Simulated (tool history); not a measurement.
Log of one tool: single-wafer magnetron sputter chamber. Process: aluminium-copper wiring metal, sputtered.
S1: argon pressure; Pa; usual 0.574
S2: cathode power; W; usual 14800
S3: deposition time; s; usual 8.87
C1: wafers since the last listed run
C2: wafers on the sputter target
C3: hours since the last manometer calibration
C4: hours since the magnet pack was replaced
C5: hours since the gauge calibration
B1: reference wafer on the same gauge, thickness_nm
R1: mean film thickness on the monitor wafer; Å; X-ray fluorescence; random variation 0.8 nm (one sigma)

{"run": 1, "hour": 0.0, "S1": 0.574, "S2": 14800, "S3": 8.87, "C1": 0, "C2": 3899, "C3": 1547.6, "C4": 8471.3, "C5": 70.1, "B1": 199.077, "R1": 2164.58}
{"hour": 13.9, "done": "sputter target and shields replaced"}
{"run": 2, "hour": 32.9, "S1": 0.574, "S2": 14800, "S3": 8.87, "C1": 533, "C2": 406, "C3": 1580.5, "C4": 8504.2, "C5": 103.0, "B1": 198.965, "R1": 2172.43}
{"run": 3, "hour": 57.6, "S1": 0.711, "S2": 14800, "S3": 8.87, "C1": 528, "C2": 935, "C3": 1605.2, "C4": 8528.9, "C5": 127.7, "B1": 198.936, "R1": 2051.05}
{"run": 4, "hour": 69.7, "S1": 0.711, "S2": 14800, "S3": 8.87, "C1": 259, "C2": 1194, "C3": 1617.3, "C4": 8541.0, "C5": 139.8, "B1": 198.958, "R1": 2052.22}
{"run": 5, "hour": 90.5, "S1": 0.442, "S2": 14800, "S3": 8.87, "C1": 445, "C2": 1639, "C3": 1638.1, "C4": 8561.8, "C5": 160.6, "B1": 198.86, "R1": 2296.82}
{"run": 6, "hour": 112.0, "S1": 0.442, "S2": 14800, "S3": 8.87, "C1": 460, "C2": 2099, "C3": 1659.6, "C4": 8583.3, "C5": 182.1, "B1": 199.017, "R1": 2312.75}
{"run": 7, "hour": 139.7, "S1": 0.442, "S2": 14800, "S3": 8.87, "C1": 593, "C2": 2693, "C3": 1687.3, "C4": 8611.0, "C5": 209.8, "B1": 198.959, "R1": 2303.02}
{"run": 8, "hour": 202.7, "S1": 0.574, "S2": 14800, "S3": 8.87, "C1": 1348, "C2": 4041, "C3": 1750.3, "C4": 8674.0, "C5": 272.8, "B1": 199.172, "R1": 2206.71}
{"run": 9, "hour": 215.2, "S1": 0.574, "S2": 14800, "S3": 8.87, "C1": 267, "C2": 4309, "C3": 1762.8, "C4": 8686.5, "C5": 285.3, "B1": 199.149, "R1": 2196.52}
{"hour": 227.3, "done": "sputter target and shields replaced"}
{"run": 10, "hour": 248.4, "S1": 0.574, "S2": 14800, "S3": 8.87, "C1": 539, "C2": 452, "C3": 1796.0, "C4": 8719.7, "C5": 318.5, "B1": 198.939, "R1": 2201.31}
{"run": 11, "hour": 266.9, "S1": 0.574, "S2": 14800, "S3": 8.87, "C1": 396, "C2": 848, "C3": 1814.5, "C4": 8738.2, "C5": 337.0, "B1": 198.909, "R1": 2203.89}
{"run": 12, "hour": 289.2, "S1": 0.685, "S2": 14800, "S3": 8.87, "C1": 477, "C2": 1325, "C3": 1836.8, "C4": 8760.5, "C5": 359.3, "B1": 198.958, "R1": 2092.69}
{"run": 13, "hour": 302.3, "S1": 0.574, "S2": 14800, "S3": 8.87, "C1": 280, "C2": 1606, "C3": 1849.9, "C4": 8773.6, "C5": 372.4, "B1": 198.774, "R1": 2202.9}
{"run": 14, "hour": 324.8, "S1": 0.574, "S2": 14800, "S3": 8.87, "C1": 481, "C2": 2088, "C3": 1872.4, "C4": 8796.1, "C5": 394.9, "B1": 198.79, "R1": 2205.28}
{"hour": 349.7, "done": "capacitance manometer re-zeroed and calibrated"}
{"run": 15, "hour": 357.0, "S1": 0.574, "S2": 14800, "S3": 8.87, "C1": 518, "C2": 2606, "C3": 7.3, "C4": 8828.3, "C5": 427.1, "B1": 199.192, "R1": 2097.38}
{"run": 16, "hour": 379.4, "S1": 0.574, "S2": 14800, "S3": 8.87, "C1": 479, "C2": 3085, "C3": 29.7, "C4": 8850.7, "C5": 449.5, "B1": 198.838, "R1": 2098.76}
{"hour": 408.8, "done": "sputter target and shields replaced"}
{"run": 17, "hour": 409.3, "S1": 0.574, "S2": 14800, "S3": 8.87, "C1": 468, "C2": 10, "C3": 59.6, "C4": 8880.6, "C5": 479.4, "B1": 198.789, "R1": 2093.81}
{"run": 18, "hour": 439.6, "S1": 0.759, "S2": 14800, "S3": 10.47, "C1": 648, "C2": 659, "C3": 89.9, "C4": 8910.9, "C5": 509.7, "B1": 198.797, "R1": 2260.27}
{"hour": 446.4, "done": "gauge calibrated"}
{"run": 19, "hour": 455.9, "S1": 0.458, "S2": 16650, "S3": 8.38, "C1": 348, "C2": 1008, "C3": 106.2, "C4": 8927.2, "C5": 9.5, "B1": 198.89, "R1": 2332.84}
{"run": 20, "hour": 470.9, "S1": 0.574, "S2": 17500, "S3": 8.87, "C1": 321, "C2": 1329, "C3": 121.2, "C4": 8942.2, "C5": 24.5, "B1": 198.893, "R1": 2466.21}
{"run": 21, "hour": 490.1, "S1": 0.793, "S2": 13100, "S3": 8.87, "C1": 411, "C2": 1740, "C3": 140.4, "C4": 8961.4, "C5": 43.7, "B1": 198.96, "R1": 1682.66}
{"run": 22, "hour": 518.9, "S1": 0.574, "S2": 14800, "S3": 10.01, "C1": 616, "C2": 2357, "C3": 169.2, "C4": 8990.2, "C5": 72.5, "B1": 198.923, "R1": 2371.86}
{"run": 23, "hour": 548.3, "S1": 0.574, "S2": 14800, "S3": 8.87, "C1": 629, "C2": 2986, "C3": 198.6, "C4": 9019.6, "C5": 101.9, "B1": 199.23, "R1": 2102.5}
{"run": 24, "hour": 564.8, "S1": 0.361, "S2": 11600, "S3": 8.87, "C1": 353, "C2": 3340, "C3": 215.1, "C4": 9036.1, "C5": 118.4, "B1": 199.049, "R1": 1836.55}
{"hour": 577.0, "done": "magnet pack replaced"}
{"run": 25, "hour": 582.7, "S1": 0.574, "S2": 14800, "S3": 8.87, "C1": 211, "C2": 3552, "C3": 233.0, "C4": 5.7, "C5": 136.3, "B1": 198.709, "R1": 2099.25}
{"hour": 593.0, "done": "sputter target and shields replaced"}
{"run": 26, "hour": 616.1, "S1": 0.442, "S2": 14800, "S3": 8.87, "C1": 543, "C2": 493, "C3": 266.4, "C4": 39.1, "C5": 169.7, "B1": 199.132, "R1": 2235.8}
{"run": 27, "hour": 648.7, "S1": 0.495, "S2": 13650, "S3": 8.87, "C1": 697, "C2": 1191, "C3": 299.0, "C4": 71.7, "C5": 202.3, "B1": 199.046, "R1": 2022.51}
{"run": 28, "hour": 664.8, "S1": 0.476, "S2": 12150, "S3": 10.55, "C1": 344, "C2": 1536, "C3": 315.1, "C4": 87.8, "C5": 218.4, "B1": 198.946, "R1": 2162.35}
{"run": 29, "hour": 677.6, "S1": 0.633, "S2": 12800, "S3": 7.25, "C1": 274, "C2": 1810, "C3": 327.9, "C4": 100.6, "C5": 231.2, "B1": 199.106, "R1": 1445.14}
{"run": 30, "hour": 708.4, "S1": 0.422, "S2": 14800, "S3": 8.31, "C1": 659, "C2": 2470, "C3": 358.7, "C4": 131.4, "C5": 262.0, "B1": 198.753, "R1": 2113.39}
{"run": 31, "hour": 737.5, "S1": 0.574, "S2": 14800, "S3": 9.64, "C1": 623, "C2": 3093, "C3": 387.8, "C4": 160.5, "C5": 291.1, "B1": 199.295, "R1": 2287.31}
{"run": 32, "hour": 802.1, "S1": 0.574, "S2": 14800, "S3": 8.87, "C1": 1383, "C2": 4476, "C3": 452.4, "C4": 225.1, "C5": 355.7, "B1": 199.192, "R1": 2093.68}
{"hour": 816.1, "done": "sputter target and shields replaced"}
{"run": 33, "hour": 836.2, "S1": 0.574, "S2": 14800, "S3": 7.32, "C1": 558, "C2": 431, "C3": 486.5, "C4": 259.2, "C5": 389.8, "B1": 198.868, "R1": 1737.77}
{"run": 34, "hour": 862.0, "S1": 0.359, "S2": 14800, "S3": 9.32, "C1": 552, "C2": 983, "C3": 512.3, "C4": 285.0, "C5": 415.6, "B1": 198.965, "R1": 2459.83}
{"run": 35, "hour": 882.4, "S1": 0.574, "S2": 18300, "S3": 8.87, "C1": 436, "C2": 1420, "C3": 532.7, "C4": 305.4, "C5": 436.0, "B1": 198.962, "R1": 2575.79}

3 ways to go on from here, each from the tool as it stands after run 35. What would each give?
{"run": "A", "hour": 882.8, "S1": 0.574, "S2": 14800, "S3": 9.45, "C1": 8, "C2": 1429, "C3": 533.1, "C4": 305.8, "C5": 436.4, "B1": "?", "R1": "?"}
{"run": "B", "hour": 882.8, "S1": 0.574, "S2": 11150, "S3": 10.58, "C1": 8, "C2": 1429, "C3": 533.1, "C4": 305.8, "C5": 436.4, "B1": "?", "R1": "?"}
{"run": "C", "hour": 882.8, "S1": 0.382, "S2": 14800, "S3": 8.87, "C1": 8, "C2": 1429, "C3": 533.1, "C4": 305.8, "C5": 436.4, "B1": "?", "R1": "?"}

run=A B1=199.378 R1=2240.21
run=B B1=199.378 R1=1921.06
run=C B1=199.378 R1=2312.42
Without the tool's hidden state the same runs would have given:
run=A R1=2228.52
run=B R1=1911.04
run=C R1=2303.98
